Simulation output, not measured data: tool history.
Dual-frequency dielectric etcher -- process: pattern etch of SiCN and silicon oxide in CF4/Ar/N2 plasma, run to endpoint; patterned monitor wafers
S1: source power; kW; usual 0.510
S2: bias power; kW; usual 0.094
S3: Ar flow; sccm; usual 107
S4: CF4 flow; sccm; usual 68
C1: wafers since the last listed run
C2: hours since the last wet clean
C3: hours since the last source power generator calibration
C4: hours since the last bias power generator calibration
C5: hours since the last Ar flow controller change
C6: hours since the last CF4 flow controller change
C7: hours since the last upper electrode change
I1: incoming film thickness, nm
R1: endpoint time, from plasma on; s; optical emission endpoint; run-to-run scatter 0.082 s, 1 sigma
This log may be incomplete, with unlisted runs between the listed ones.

run,hour,S1,S2,S3,S4,C1,C2,C3,C4,C5,C6,C7,I1,R1
1,0.0,0.510,0.094,107,68,0,401.9,2617.1,2174.6,2511.1,2247.2,4876.8,11.33,10.5
# hour 66.8: wet clean of the chamber
2,67.3,0.510,0.094,107,68,524,0.5,2684.4,2241.9,2578.4,2314.5,4944.1,11.37,10.7
3,85.5,0.510,0.094,107,68,220,18.7,2702.6,2260.1,2596.6,2332.7,4962.3,11.34,10.5
4,115.4,0.510,0.094,107,68,362,48.6,2732.5,2290.0,2626.5,2362.6,4992.2,11.31,10.4
5,181.0,0.510,0.094,107,68,794,114.2,2798.1,2355.6,2692.1,2428.2,5057.8,11.36,10.5
6,209.5,0.510,0.094,107,68,345,142.7,2826.6,2384.1,2720.6,2456.7,5086.3,11.43,10.5
# hour 240.1: Ar flow controller replaced
7,262.4,0.510,0.094,107,68,568,195.6,2879.5,2437.0,22.3,2509.6,5139.2,11.47,10.6
# hour 296.7: source power generator calibrated
# hour 323.5: upper electrode replaced
8,324.0,0.510,0.094,107,68,407,257.2,27.3,2498.6,83.9,2571.2,0.5,11.45,10.6
9,347.0,0.510,0.094,107,68,278,280.2,50.3,2521.6,106.9,2594.2,23.5,11.41,10.5
# hour 363.6: bias power generator calibrated
# hour 417.9: CF4 flow controller replaced
10,418.4,0.510,0.094,107,68,743,351.6,121.7,54.8,178.3,0.5,94.9,11.38,10.6
11,468.9,0.400,0.079,107,79,611,402.1,172.2,105.3,228.8,51.0,145.4,11.39,14.3
# hour 535.6: wet clean of the chamber
12,536.1,0.510,0.081,107,68,523,0.5,239.4,172.5,296.0,118.2,212.6,11.42,11.1
13,561.7,0.510,0.094,131,68,310,26.1,265.0,198.1,321.6,143.8,238.2,11.31,10.8
14,592.0,0.510,0.084,107,68,367,56.4,295.3,228.4,351.9,174.1,268.5,11.25,10.8
15,647.5,0.510,0.109,86,68,672,111.9,350.8,283.9,407.4,229.6,324.0,11.41,9.6
16,696.3,0.510,0.094,91,55,591,160.7,399.6,332.7,456.2,278.4,372.8,11.35,10.7

Give the tool's hidden conditions for every run:
etch rate over this chamber's usual, %: 0 at every run
source power that arrives over what is set, %: 0 at every run
bias power that arrives over what is set, %: 0 at every run
Ar flow that arrives over what is set, %: 0 at every run
CF4 flow that arrives over what is set, %: 0 at every run

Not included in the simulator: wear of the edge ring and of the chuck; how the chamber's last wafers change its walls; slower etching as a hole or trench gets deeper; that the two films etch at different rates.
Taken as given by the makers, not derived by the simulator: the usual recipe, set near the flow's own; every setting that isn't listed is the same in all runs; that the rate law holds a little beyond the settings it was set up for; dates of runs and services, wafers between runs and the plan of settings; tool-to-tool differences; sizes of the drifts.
